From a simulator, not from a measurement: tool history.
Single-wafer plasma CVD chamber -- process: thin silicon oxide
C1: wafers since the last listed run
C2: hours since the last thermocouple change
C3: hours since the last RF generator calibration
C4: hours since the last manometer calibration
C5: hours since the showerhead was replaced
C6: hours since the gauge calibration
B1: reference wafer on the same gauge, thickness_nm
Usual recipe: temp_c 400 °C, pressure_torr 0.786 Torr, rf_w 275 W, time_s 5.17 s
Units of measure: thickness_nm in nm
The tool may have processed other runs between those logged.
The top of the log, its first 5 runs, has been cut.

{"run": 6, "hour": 143.3, "temp_c": 400, "pressure_torr": 0.786, "rf_w": 275, "time_s": 5.17, "C1": 843, "C2": 1511.9, "C3": 1498.7, "C4": 913.2, "C5": 3461.5, "C6": 695.4, "B1": 7.517, "thickness_nm": 7.854}
{"run": 7, "hour": 156.9, "temp_c": 400, "pressure_torr": 0.786, "rf_w": 275, "time_s": 5.17, "C1": 319, "C2": 1525.5, "C3": 1512.3, "C4": 926.8, "C5": 3475.1, "C6": 709, "B1": 7.523, "thickness_nm": 7.761}
{"run": 8, "hour": 184.3, "temp_c": 400, "pressure_torr": 0.786, "rf_w": 275, "time_s": 5.97, "C1": 643, "C2": 1552.9, "C3": 1539.7, "C4": 954.2, "C5": 3502.5, "C6": 736.4, "B1": 7.522, "thickness_nm": 9.093}
{"run": 9, "hour": 207.8, "temp_c": 400, "pressure_torr": 0.786, "rf_w": 275, "time_s": 5.97, "C1": 552, "C2": 1576.4, "C3": 1563.2, "C4": 977.7, "C5": 3526, "C6": 759.9, "B1": 7.515, "thickness_nm": 8.988}
{"run": 10, "hour": 226.8, "temp_c": 400, "pressure_torr": 0.786, "rf_w": 275, "time_s": 5.97, "C1": 446, "C2": 1595.4, "C3": 1582.2, "C4": 996.7, "C5": 3545, "C6": 778.9, "B1": 7.516, "thickness_nm": 9.005}
{"run": 11, "hour": 259.0, "temp_c": 400, "pressure_torr": 0.786, "rf_w": 275, "time_s": 5.17, "C1": 756, "C2": 1627.6, "C3": 1614.4, "C4": 1028.9, "C5": 3577.2, "C6": 811.1, "B1": 7.517, "thickness_nm": 7.825}
{"run": 12, "hour": 286.3, "temp_c": 400, "pressure_torr": 0.786, "rf_w": 275, "time_s": 5.17, "C1": 641, "C2": 1654.9, "C3": 1641.7, "C4": 1056.2, "C5": 3604.5, "C6": 838.4, "B1": 7.527, "thickness_nm": 7.784}
{"hour": 306.5, "done": "RF generator calibrated"}
{"hour": 308.6, "done": "capacitance manometer re-zeroed and calibrated"}
{"run": 13, "hour": 309.8, "temp_c": 400, "pressure_torr": 0.786, "rf_w": 275, "time_s": 5.17, "C1": 315, "C2": 1678.4, "C3": 3.3, "C4": 1.2, "C5": 3628, "C6": 861.9, "B1": 7.515, "thickness_nm": 8.354}
{"run": 14, "hour": 339.2, "temp_c": 400, "pressure_torr": 0.786, "rf_w": 275, "time_s": 5.17, "C1": 690, "C2": 1707.8, "C3": 32.7, "C4": 30.6, "C5": 3657.4, "C6": 891.3, "B1": 7.52, "thickness_nm": 8.395}
{"run": 15, "hour": 357.0, "temp_c": 400, "pressure_torr": 0.786, "rf_w": 275, "time_s": 5.17, "C1": 418, "C2": 1725.6, "C3": 50.5, "C4": 48.4, "C5": 3675.2, "C6": 909.1, "B1": 7.517, "thickness_nm": 8.407}
{"run": 16, "hour": 384.7, "temp_c": 412, "pressure_torr": 0.873, "rf_w": 275, "time_s": 4.26, "C1": 650, "C2": 1753.3, "C3": 78.2, "C4": 76.1, "C5": 3702.9, "C6": 936.8, "B1": 7.525, "thickness_nm": 7.567}
{"run": 17, "hour": 401.4, "temp_c": 400, "pressure_torr": 0.786, "rf_w": 275, "time_s": 5.17, "C1": 392, "C2": 1770, "C3": 94.9, "C4": 92.8, "C5": 3719.6, "C6": 953.5, "B1": 7.511, "thickness_nm": 8.362}
{"hour": 414.9, "done": "thermocouple changed; heater temperature recalibrated"}
{"run": 18, "hour": 416.6, "temp_c": 411, "pressure_torr": 0.786, "rf_w": 275, "time_s": 5.17, "C1": 169, "C2": 1.7, "C3": 110.1, "C4": 108, "C5": 3734.8, "C6": 968.7, "B1": 7.518, "thickness_nm": 8.233}
{"hour": 437.3, "done": "showerhead replaced"}
{"run": 19, "hour": 437.7, "temp_c": 400, "pressure_torr": 0.786, "rf_w": 275, "time_s": 5.17, "C1": 307, "C2": 22.8, "C3": 131.2, "C4": 129.1, "C5": 0.4, "C6": 989.8, "B1": 7.519, "thickness_nm": 8.324}
{"hour": 450.7, "done": "gauge calibrated"}
{"run": 20, "hour": 455.4, "temp_c": 392, "pressure_torr": 0.726, "rf_w": 235, "time_s": 4.88, "C1": 415, "C2": 40.5, "C3": 148.9, "C4": 146.8, "C5": 18.1, "C6": 4.7, "B1": 7.523, "thickness_nm": 6.796}
{"run": 21, "hour": 481.5, "temp_c": 400, "pressure_torr": 0.685, "rf_w": 250, "time_s": 5.17, "C1": 613, "C2": 66.6, "C3": 175, "C4": 172.9, "C5": 44.2, "C6": 30.8, "B1": 7.524, "thickness_nm": 6.923}
{"run": 22, "hour": 505.4, "temp_c": 400, "pressure_torr": 0.786, "rf_w": 275, "time_s": 5.17, "C1": 561, "C2": 90.5, "C3": 198.9, "C4": 196.8, "C5": 68.1, "C6": 54.7, "B1": 7.525, "thickness_nm": 8.199}
{"run": 23, "hour": 541.2, "temp_c": 400, "pressure_torr": 0.786, "rf_w": 275, "time_s": 5.17, "C1": 841, "C2": 126.3, "C3": 234.7, "C4": 232.6, "C5": 103.9, "C6": 90.5, "B1": 7.526, "thickness_nm": 8.241}
{"run": 24, "hour": 571.7, "temp_c": 400, "pressure_torr": 0.786, "rf_w": 315, "time_s": 5.17, "C1": 716, "C2": 156.8, "C3": 265.2, "C4": 263.1, "C5": 134.4, "C6": 121, "B1": 7.522, "thickness_nm": 8.642}
{"run": 25, "hour": 657.4, "temp_c": 400, "pressure_torr": 0.786, "rf_w": 255, "time_s": 4.19, "C1": 2013, "C2": 242.5, "C3": 350.9, "C4": 348.8, "C5": 220.1, "C6": 206.7, "B1": 7.512, "thickness_nm": 6.321}
{"run": 26, "hour": 686.0, "temp_c": 400, "pressure_torr": 0.786, "rf_w": 315, "time_s": 5.52, "C1": 671, "C2": 271.1, "C3": 379.5, "C4": 377.4, "C5": 248.7, "C6": 235.3, "B1": 7.519, "thickness_nm": 8.985}
{"run": 27, "hour": 705.1, "temp_c": 388, "pressure_torr": 0.668, "rf_w": 250, "time_s": 5.66, "C1": 448, "C2": 290.2, "C3": 398.6, "C4": 396.5, "C5": 267.8, "C6": 254.4, "B1": 7.512, "thickness_nm": 7.163}
{"run": 28, "hour": 727.7, "temp_c": 400, "pressure_torr": 0.786, "rf_w": 275, "time_s": 5.17, "C1": 530, "C2": 312.8, "C3": 421.2, "C4": 419.1, "C5": 290.4, "C6": 277, "B1": 7.52, "thickness_nm": 7.993}
{"run": 29, "hour": 759.4, "temp_c": 400, "pressure_torr": 0.786, "rf_w": 275, "time_s": 5.17, "C1": 744, "C2": 344.5, "C3": 452.9, "C4": 450.8, "C5": 322.1, "C6": 308.7, "B1": 7.514, "thickness_nm": 7.99}
{"run": 30, "hour": 771.8, "temp_c": 409, "pressure_torr": 0.928, "rf_w": 290, "time_s": 5.17, "C1": 291, "C2": 356.9, "C3": 465.3, "C4": 463.2, "C5": 334.5, "C6": 321.1, "B1": 7.512, "thickness_nm": 9.455}

Alternative continuations, all from the tool just after run 30; predict every row:
{"run": "A", "hour": 772.2, "temp_c": 400, "pressure_torr": 0.786, "rf_w": 275, "time_s": 5.17, "C1": 9, "C2": 357.3, "C3": 465.7, "C4": 463.6, "C5": 334.9, "C6": 321.5, "B1": "?", "thickness_nm": "?"}
{"run": "B", "hour": 772.2, "temp_c": 400, "pressure_torr": 0.786, "rf_w": 300, "time_s": 5.17, "C1": 9, "C2": 357.3, "C3": 465.7, "C4": 463.6, "C5": 334.9, "C6": 321.5, "B1": "?", "thickness_nm": "?"}
{"run": "C", "hour": 772.2, "temp_c": 400, "pressure_torr": 0.839, "rf_w": 255, "time_s": 4.28, "C1": 9, "C2": 357.3, "C3": 465.7, "C4": 463.6, "C5": 334.9, "C6": 321.5, "B1": "?", "thickness_nm": "?"}

run=A B1=7.52 thickness_nm=8.051
run=B B1=7.52 thickness_nm=8.318
run=C B1=7.52 thickness_nm=6.907
With the hidden condition removed and each run's random variation left untouched, the same runs would have given:
run=A thickness_nm=8.581
run=B thickness_nm=8.866
run=C thickness_nm=7.337

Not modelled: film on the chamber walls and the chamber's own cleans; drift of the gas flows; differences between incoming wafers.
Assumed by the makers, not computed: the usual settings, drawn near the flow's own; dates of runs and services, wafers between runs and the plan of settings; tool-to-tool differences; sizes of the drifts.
